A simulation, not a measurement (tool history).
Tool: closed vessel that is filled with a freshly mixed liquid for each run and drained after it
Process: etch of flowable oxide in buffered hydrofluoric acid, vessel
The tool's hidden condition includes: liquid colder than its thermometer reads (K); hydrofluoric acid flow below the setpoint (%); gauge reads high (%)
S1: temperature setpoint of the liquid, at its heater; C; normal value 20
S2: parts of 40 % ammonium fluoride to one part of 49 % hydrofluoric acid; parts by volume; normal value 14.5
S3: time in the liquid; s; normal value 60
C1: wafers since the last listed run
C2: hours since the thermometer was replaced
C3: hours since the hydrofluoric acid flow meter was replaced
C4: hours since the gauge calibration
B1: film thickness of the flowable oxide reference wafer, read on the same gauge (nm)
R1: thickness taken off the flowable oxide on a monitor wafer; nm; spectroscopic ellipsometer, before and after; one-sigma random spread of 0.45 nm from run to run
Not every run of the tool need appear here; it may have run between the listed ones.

run	hour	S1	S2	S3	C1	C2	C3	C4	B1	R1
1	0	20	14.5	60	0	868.2	222.9	179.3	149.96	136.36
2	41.4	20	10	60	5647	909.6	264.3	220.7	149.99	194.85
3	90.2	20	10	60	6656	958.4	313.1	269.5	150.01	195.28
4	115.4	20	10	60	3437	983.6	338.3	294.7	149.99	194.65
5	140.6	20	14.5	60	3437	1008.8	363.5	319.9	149.95	136.53
6	203.4	20	14.5	60	8566	1071.6	426.3	382.7	150.02	134.41
7	228.4	20	17.5	60	3410	1096.6	451.3	407.7	149.97	112.68
8	276.2	20	17.5	60	6520	1144.4	499.1	455.5	149.99	111.48
9	340.6	20	17.5	60	8784	1208.8	563.5	519.9	149.93	112.32
10	401.6	20	17	60	8320	1269.8	624.5	580.9	150	114.46
11	431.1	20	17	60	4024	1299.3	654	610.4	149.99	115.57
12	498.7	20	17	60	9221	1366.9	721.6	678	149.99	113.88
13	559.7	20	14.5	60	8320	1427.9	782.6	739	150.02	133.69
# hour 561.7: gauge calibrated
14	588.5	20	11	60	3928	1456.7	811.4	26.8	149.99	175.83
15	656	20	14.5	30	9207	1524.2	878.9	94.3	150	67.27
16	721.9	20	10.5	60	8989	1590.1	944.8	160.2	150.02	183.11
# hour 725: thermometer replaced
17	755.2	17	9	60	4406	30.2	978.1	193.5	150.06	174.62
# hour 759.8: hydrofluoric acid flow meter replaced
18	800.5	23.5	14.5	35	6042	75.5	40.7	238.8	149.99	91.26
19	838.3	20	14.5	60	5156	113.3	78.5	276.6	149.96	128.76
20	889.6	20	14.5	60	6997	164.6	129.8	327.9	150.06	128.79
21	931.3	17	20.5	40	5688	206.3	171.5	369.6	150.02	53
22	975.8	25	18.5	70	6070	250.8	216	414.1	150	154.34
23	1022.3	20	14.5	35	6343	297.3	262.5	460.6	149.96	75.39
# hour 1036.7: hydrofluoric acid flow meter replaced, repeated, since the last time left the tool worse
24	1073.6	17	14.5	60	6861	348.6	36.9	511.9	149.98	114.76
25	1101.3	20	14.5	60	3778	376.3	64.6	539.6	150.01	136.49
26	1135.6	20	17.5	60	4678	410.6	98.9	573.9	149.98	113.83

Alternative continuations, all from the tool just after run 26; predict every row:
A	1136.3	20	12	60	95	411.3	99.6	574.6	?	?
B	1136.3	17	11	40	95	411.3	99.6	574.6	?	?
C	1136.3	22	19	35	95	411.3	99.6	574.6	?	?
D	1136.3	17.5	19	45	95	411.3	99.6	574.6	?	?

run	B1	R1
A	149.96	164.62
B	149.96	100.84
C	149.96	68.32
D	149.96	68.2
Stripped of hidden state, with their random variation kept, the same runs would have yielded:
run	R1
A	165.31
B	101.26
C	68.61
D	68.49

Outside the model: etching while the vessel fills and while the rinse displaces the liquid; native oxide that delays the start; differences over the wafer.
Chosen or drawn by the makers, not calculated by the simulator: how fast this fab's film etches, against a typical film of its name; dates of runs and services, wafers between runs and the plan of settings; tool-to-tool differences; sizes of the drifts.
